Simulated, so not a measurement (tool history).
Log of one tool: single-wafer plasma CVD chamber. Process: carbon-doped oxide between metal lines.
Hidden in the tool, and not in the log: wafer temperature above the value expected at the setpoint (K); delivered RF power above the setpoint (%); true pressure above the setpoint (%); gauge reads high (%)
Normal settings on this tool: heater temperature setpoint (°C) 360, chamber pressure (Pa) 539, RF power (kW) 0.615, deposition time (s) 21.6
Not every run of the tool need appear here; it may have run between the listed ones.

run	day	heater temperature setpoint (°C)	chamber pressure (Pa)	RF power (kW)	deposition time (s)	wafers since the last listed run	hours since the last thermocouple change	hours since the last RF generator calibration	hours since the last manometer calibration	hours since the showerhead was replaced	hours since the gauge calibration	read-back reference wafer on the same gauge, thickness_nm	mean film thickness on the monitor wafer (nm)
1	0	360	503	0.55	21.6	0	2441.9	980.6	2749.4	7961.4	80.3	110.001	106.708
2	0.575	360	503	0.55	21.6	356	2455.7	994.4	2763.2	7975.2	94.1	110.002	106.925
3	1.012	360	539	0.615	21.6	271	2466.2	1004.9	2773.7	7985.7	104.6	109.975	116.684
4	1.758	360	539	0.615	21.6	462	2484.1	1022.8	2791.6	8003.6	122.5	110.002	116.65
5	2.217	360	539	0.615	21.6	284	2495.1	1033.8	2802.6	8014.6	133.5	110.051	116.392
6	2.704	372	539	0.615	21.6	302	2506.8	1045.5	2814.3	8026.3	145.2	109.954	112.445
7	2.958	360	539	0.615	21.6	157	2512.9	1051.6	2820.4	8032.4	151.3	110.016	116.458
8	3.462	360	539	0.615	21.6	312	2525	1063.7	2832.5	8044.5	163.4	110.006	116.38
9	4.158	360	539	0.615	21.6	431	2541.7	1080.4	2849.2	8061.2	180.1	109.955	116
# day 4.321: gauge calibrated
10	4.512	360	539	0.615	21.6	219	2550.2	1088.9	2857.7	8069.7	4.6	110.002	116.298
11	4.979	360	539	0.615	21.6	289	2561.4	1100.1	2868.9	8080.9	15.8	109.998	116.111
12	5.562	360	539	0.545	25.1	361	2575.4	1114.1	2882.9	8094.9	29.8	110.021	123.187
13	5.958	351	539	0.615	21.6	245	2584.9	1123.6	2892.4	8104.4	39.3	110.024	119.718
14	6.65	364	501	0.495	25.9	429	2601.5	1140.2	2909	8121	55.9	109.999	115.122
15	7.083	360	539	0.68	19.3	268	2611.9	1150.6	2919.4	8131.4	66.3	109.997	111.227
16	7.483	367	539	0.615	21.6	248	2621.5	1160.2	2929	8141	75.9	109.955	113.405
17	7.85	360	539	0.615	21.6	227	2630.3	1169	2937.8	8149.8	84.7	110.027	115.587
# day 8.288: showerhead replaced
18	8.525	355	421	0.615	21.6	211	2646.5	1185.2	2954	5.7	100.9	110.047	114.015
# day 9.088: thermocouple changed; heater temperature recalibrated
19	9.133	360	539	0.725	21.6	170	1.1	1199.8	2968.6	20.3	115.5	110.027	129.672
20	9.608	350	655	0.69	23.9	294	12.5	1211.2	2980	31.7	126.9	109.994	146.658
# day 10.162: capacitance manometer re-zeroed and calibrated
# day 10.321: RF generator calibrated
21	10.342	351	451	0.56	18.4	148	30.1	0.5	4.3	49.3	144.5	110.031	97.893
22	10.571	366	539	0.615	21.6	142	35.6	6	9.8	54.8	150	110.015	119.649
# day 10.675: gauge calibrated
23	11.279	360	539	0.615	25.2	439	52.6	23	26.8	71.8	14.5	110.005	141.331
24	11.733	366	539	0.615	22.8	281	63.5	33.9	37.7	82.7	25.4	109.987	125.762
25	12.35	360	539	0.615	21.6	382	78.3	48.7	52.5	97.5	40.2	110.041	121.211
26	12.638	360	629	0.515	21.6	178	85.2	55.6	59.4	104.4	47.1	109.951	108.678
27	13.279	360	495	0.615	21.6	398	100.6	71	74.8	119.8	62.5	109.989	119.657

4 ways to go on from here, each from the tool as it stands after run 27. What would each give?
A	13.296	360	539	0.615	25.8	10	101	71.4	75.2	120.2	62.9	?	?
B	13.296	360	539	0.575	19.7	10	101	71.4	75.2	120.2	62.9	?	?
C	13.296	360	539	0.685	25.8	10	101	71.4	75.2	120.2	62.9	?	?
D	13.296	351	539	0.725	21.6	10	101	71.4	75.2	120.2	62.9	?	?

run	read-back reference wafer on the same gauge, thickness_nm	mean film thickness on the monitor wafer (nm)
A	109.974	143.928
B	109.974	105.297
C	109.974	155.006
D	109.974	139.005
With the hidden condition removed and each run's random variation left untouched, the same runs would have given:
run	mean film thickness on the monitor wafer (nm)
A	145.678
B	106.578
C	156.852
D	140.66

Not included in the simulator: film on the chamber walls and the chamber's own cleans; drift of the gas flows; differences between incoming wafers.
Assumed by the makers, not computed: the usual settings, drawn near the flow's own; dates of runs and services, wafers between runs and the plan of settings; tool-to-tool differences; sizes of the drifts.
